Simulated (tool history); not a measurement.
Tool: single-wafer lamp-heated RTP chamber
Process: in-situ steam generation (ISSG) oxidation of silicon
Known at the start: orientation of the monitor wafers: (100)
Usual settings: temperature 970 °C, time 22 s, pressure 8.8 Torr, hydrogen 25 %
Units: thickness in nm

run,hour,temperature,time,pressure,hydrogen,"read-back reference wafer on the same gauge, thickness",thickness
1,0,970,22,8.8,25,5.869,5.283
2,16.8,970,22,8.8,25,5.868,5.269
3,24.4,970,22,8.8,25,5.866,5.294
# hour 31.4: gauge calibrated
4,37.6,970,22,8.8,25,5.868,5.357
5,52.7,970,25,8.8,25,5.872,5.621
6,69.1,970,25,8.8,25,5.87,5.575
7,77.1,970,25,8.8,25,5.882,5.622
# hour 100.2: pyrometer window cleaned and pyrometer calibrated
8,100.7,961,22,8.8,25,5.867,5.02
9,103.2,955,19,8.4,18,5.868,4.286
10,122.8,978,28,7.5,31,5.869,6.314
11,133,970,22,10.2,25,5.874,4.989
12,141.7,950,19,8.8,28,5.874,4.662
13,157,957,17,7.7,20,5.857,4.245
14,168.5,970,22,8.8,25,5.871,5.135
15,178.8,970,27,10,25,5.856,5.602
# hour 194.6: hydrogen flow controller replaced
16,195.1,984,22,8.8,19,5.87,5.088
17,200.2,959,22,8.8,25,5.868,4.999
18,209.2,970,22,8.1,30,5.868,5.495
19,219.2,970,22,9.9,21,5.874,4.916
20,236.9,970,22,8.8,25,5.871,5.208
21,247.8,970,20,8.8,25,5.874,5.001
22,255.3,980,22,7.8,25,5.876,5.427
23,268.7,970,22,8.8,19,5.883,4.934
24,275.1,985,16,8.3,25,5.865,4.842
25,284.4,970,22,8.8,25,5.867,5.224
26,301.6,963,29,8.8,16,5.873,5.274
27,316.6,970,27,8.8,32,5.856,6.155
28,325.8,970,22,8.8,25,5.868,5.254
29,339.4,970,24,8.4,25,5.875,5.469
30,354.8,955,22,7.7,28,5.858,5.114
31,367.6,950,19,8.8,28,5.858,4.751
32,385.4,975,22,7.6,25,5.867,5.397

Hidden state or all else? Some run-to-run changes of thickness, split into what the settings, what came in and random variation would give without the hidden state, and what is left for the hidden state (with any gauge scatter that isn't in both results):
The hidden state here: true wafer temperature minus pyrometer reading, K; true pressure minus gauge reading, Torr; deviation of the hydrogen flow from its setpoint, %; gauge reads high (%).
Run 7 -> 8: temperature 970 -> 961, time 25 -> 22, pyrometer window cleaned and pyrometer calibrated. thickness -0.602 nm: hidden state -0.222, all else -0.38.
Run 9 -> 10: temperature 955 -> 978, time 19 -> 28, pressure 8.4 -> 7.5, hydrogen 18 -> 31. thickness +2.028 nm: hidden state +0.039, all else +1.989.
Run 10 -> 11: temperature 978 -> 970, time 28 -> 22, pressure 7.5 -> 10.2, hydrogen 31 -> 25. thickness -1.325 nm: hidden state -0.01, all else -1.315.
Run 27 -> 28: time 27 -> 22, hydrogen 32 -> 25. thickness -0.901 nm: hidden state -0.034, all else -0.867.
Run 31 -> 32: temperature 950 -> 975, time 19 -> 22, pressure 8.8 -> 7.6, hydrogen 28 -> 25. thickness +0.646 nm: hidden state +0.052, all else +0.594.
